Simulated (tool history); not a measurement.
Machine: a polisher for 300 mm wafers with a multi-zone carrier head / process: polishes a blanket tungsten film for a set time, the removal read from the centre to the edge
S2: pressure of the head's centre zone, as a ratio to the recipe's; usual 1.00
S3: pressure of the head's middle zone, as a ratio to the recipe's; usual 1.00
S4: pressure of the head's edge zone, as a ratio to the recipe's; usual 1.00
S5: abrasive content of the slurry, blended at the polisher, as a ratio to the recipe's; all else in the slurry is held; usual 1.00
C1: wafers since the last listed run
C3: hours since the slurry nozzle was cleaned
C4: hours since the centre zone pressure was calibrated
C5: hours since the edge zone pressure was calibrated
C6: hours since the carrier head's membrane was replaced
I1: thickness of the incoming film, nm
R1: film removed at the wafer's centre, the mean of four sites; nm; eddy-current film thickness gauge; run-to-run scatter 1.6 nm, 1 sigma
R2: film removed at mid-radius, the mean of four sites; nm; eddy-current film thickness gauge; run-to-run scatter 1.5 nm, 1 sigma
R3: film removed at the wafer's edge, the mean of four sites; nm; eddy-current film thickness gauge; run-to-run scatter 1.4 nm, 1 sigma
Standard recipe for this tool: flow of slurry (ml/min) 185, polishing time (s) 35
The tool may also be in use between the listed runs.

Run 1, day 0.000: usual settings but S2 0.89, S3 0.94, S4 0.90, polishing time (s) 44; C1 0; wafers polished on this pad 5393; C3 637.0; C4 32.7; C5 43.2; C6 454.6; I1 707.4. Result: R1 132.6 nm, R2 157.3 nm, R3 149.8 nm.
Run 2, day 4.054: usual settings but S3 1.10; C1 1470; wafers polished on this pad 6863; C3 734.3; C4 130.0; C5 140.5; C6 551.9; I1 708.6. Result: R1 119.4 nm, R2 131.0 nm, R3 124.3 nm.
At day 4.192: slurry nozzle cleaned.
Run 3, day 6.542: usual settings but polishing time (s) 23; C1 886; wafers polished on this pad 7750; C3 56.4; C4 189.7; C5 200.2; C6 611.6; I1 700.8. Result: R1 77.7 nm, R2 83.7 nm, R3 81.2 nm.
Run 4, day 8.604: usual settings but S2 1.11, S5 1.20; C1 747; wafers polished on this pad 8498; C3 105.9; C4 239.2; C5 249.7; C6 661.1; I1 698.1. Result: R1 137.3 nm, R2 132.6 nm, R3 125.5 nm.
At day 10.617: worn pad replaced by a new one.
Run 5, day 12.233: usual settings but S3 1.11, S4 1.11, S5 0.85; C1 1255; wafers polished on this pad 585; C3 193.0; C4 326.3; C5 336.8; C6 748.2; I1 714.0. Result: R1 115.9 nm, R2 130.4 nm, R3 125.8 nm.
Run 6, day 14.150: usual settings but flow of slurry (ml/min) 200, S2 1.04, S3 0.97; C1 695; wafers polished on this pad 1280; C3 239.0; C4 372.3; C5 382.8; C6 794.2; I1 699.2. Result: R1 122.2 nm, R2 125.1 nm, R3 124.8 nm.
Run 7, day 16.829: usual settings but S2 1.09, polishing time (s) 44; C1 971; wafers polished on this pad 2252; C3 303.3; C4 436.6; C5 447.1; C6 858.5; I1 706.3. Result: R1 160.6 nm, R2 159.7 nm, R3 157.0 nm.
Run 8, day 21.046: usual settings but S2 0.95, S3 0.95; C1 1529; wafers polished on this pad 3781; C3 404.5; C4 537.8; C5 548.3; C6 959.7; I1 708.7. Result: R1 110.0 nm, R2 122.8 nm, R3 122.8 nm.
Run 9, day 23.046: usual settings but S3 1.08, S4 1.06, polishing time (s) 39; C1 725; wafers polished on this pad 4506; C3 452.5; C4 585.8; C5 596.3; C6 1007.7; I1 714.4. Result: R1 132.9 nm, R2 146.2 nm, R3 143.0 nm.
At day 23.496: edge zone pressure recalibrated.
Run 10, day 25.167: usual settings but S5 1.30; C1 738; wafers polished on this pad 5245; C3 503.4; C4 636.7; C5 40.1; C6 1058.6; I1 686.9. Result: R1 123.1 nm, R2 133.2 nm, R3 126.5 nm.
At day 25.746: carrier head's membrane replaced by a new one.
Run 11, day 27.688: usual settings; C1 838; wafers polished on this pad 6084; C3 563.9; C4 697.2; C5 100.6; C6 46.6; I1 693.6. Result: R1 115.4 nm, R2 127.5 nm, R3 122.3 nm.
Run 12, day 31.167: usual settings but S2 0.95, S3 0.92, S4 1.09, S5 1.15; C1 1261; wafers polished on this pad 7345; C3 647.4; C4 780.7; C5 184.1; C6 130.1; I1 708.6. Result: R1 109.3 nm, R2 127.9 nm, R3 134.1 nm.
At day 35.358: slurry nozzle cleaned.
At day 36.408: worn pad replaced by a new one.
Run 13, day 41.812: usual settings but flow of slurry (ml/min) 145, S2 0.93, S4 1.07; C1 3785; wafers polished on this pad 1959; C3 154.9; C4 1036.2; C5 439.6; C6 385.6; I1 697.0. Result: R1 100.5 nm, R2 121.3 nm, R3 127.3 nm.
Run 14, day 45.242: usual settings but polishing time (s) 26; C1 1243; wafers polished on this pad 3203; C3 237.2; C4 1118.5; C5 521.9; C6 467.9; I1 703.9. Result: R1 81.2 nm, R2 95.3 nm, R3 91.9 nm.
Run 15, day 47.254: usual settings but flow of slurry (ml/min) 250, S2 0.94, S4 1.06, polishing time (s) 38; C1 729; wafers polished on this pad 3932; C3 285.5; C4 1166.8; C5 570.2; C6 516.2; I1 699.2. Result: R1 118.8 nm, R2 143.3 nm, R3 138.9 nm.
Run 16, day 51.512: usual settings but flow of slurry (ml/min) 250, S3 1.09, S5 1.10; C1 1544; wafers polished on this pad 5477; C3 387.7; C4 1269.0; C5 672.4; C6 618.4; I1 699.1. Result: R1 116.7 nm, R2 136.5 nm, R3 125.8 nm.
At day 52.146: edge zone pressure recalibrated.
Run 17, day 53.292: usual settings but S3 1.08, S5 1.20, polishing time (s) 32; C1 614; wafers polished on this pad 6092; C3 430.4; C4 1311.7; C5 27.5; C6 661.1; I1 697.8. Result: R1 106.5 nm, R2 127.0 nm, R3 114.6 nm.
At day 57.246: centre zone pressure recalibrated.
Run 18, day 57.767: usual settings; C1 1592; wafers polished on this pad 7684; C3 537.8; C4 12.5; C5 134.9; C6 768.5; I1 693.1. Result: R1 124.0 nm, R2 125.3 nm, R3 125.1 nm.
Run 19, day 60.638: usual settings but S4 1.09, polishing time (s) 41; C1 1041; wafers polished on this pad 8725; C3 606.7; C4 81.4; C5 203.8; C6 837.4; I1 700.0. Result: R1 140.2 nm, R2 147.8 nm, R3 150.2 nm.
Run 20, day 64.742: usual settings; C1 1488; wafers polished on this pad 10214; C3 705.2; C4 179.9; C5 302.3; C6 935.9; I1 701.3. Result: R1 121.1 nm, R2 124.4 nm, R3 123.5 nm.
At day 67.154: worn pad replaced by a new one.
Run 21, day 67.962: usual settings but flow of slurry (ml/min) 160; C1 1107; wafers polished on this pad 292; C3 782.5; C4 257.2; C5 379.6; C6 1013.2; I1 683.9. Result: R1 116.8 nm, R2 121.7 nm, R3 121.6 nm.
At day 68.658: slurry nozzle cleaned.
Run 22, day 69.679: usual settings; C1 607; wafers polished on this pad 900; C3 24.5; C4 298.4; C5 420.8; C6 1054.4; I1 701.7. Result: R1 121.7 nm, R2 127.5 nm, R3 123.6 nm.

3 ways to go on from here, each from the tool as it stands after run 22. What would each give?
Run A, day 69.696: usual settings but S5 0.80; C1 6; wafers polished on this pad 906; C3 24.9; C4 298.8; C5 421.2; C6 1054.8; I1 695.0. Result: R1 ?, R2 ?, R3 ?.
Run B, day 69.696: usual settings but S3 0.88, S5 0.85; C1 6; wafers polished on this pad 906; C3 24.9; C4 298.8; C5 421.2; C6 1054.8; I1 695.0. Result: R1 ?, R2 ?, R3 ?.
Run C, day 69.696: usual settings but flow of slurry (ml/min) 230, S3 0.95, S4 1.08, S5 1.15; C1 6; wafers polished on this pad 906; C3 24.9; C4 298.8; C5 421.2; C6 1054.8; I1 695.0. Result: R1 ?, R2 ?, R3 ?.

run     R1     R2     R3
  A  116.4  122.1  118.3
  B  117.5  116.2  119.6
  C  127.4  130.0  133.3
Stripped of hidden state, with their random variation kept, the same runs would have yielded:
run     R1     R2     R3
  A  116.4  122.1  118.3
  B  117.5  116.2  119.6
  C  127.4  130.0  133.3

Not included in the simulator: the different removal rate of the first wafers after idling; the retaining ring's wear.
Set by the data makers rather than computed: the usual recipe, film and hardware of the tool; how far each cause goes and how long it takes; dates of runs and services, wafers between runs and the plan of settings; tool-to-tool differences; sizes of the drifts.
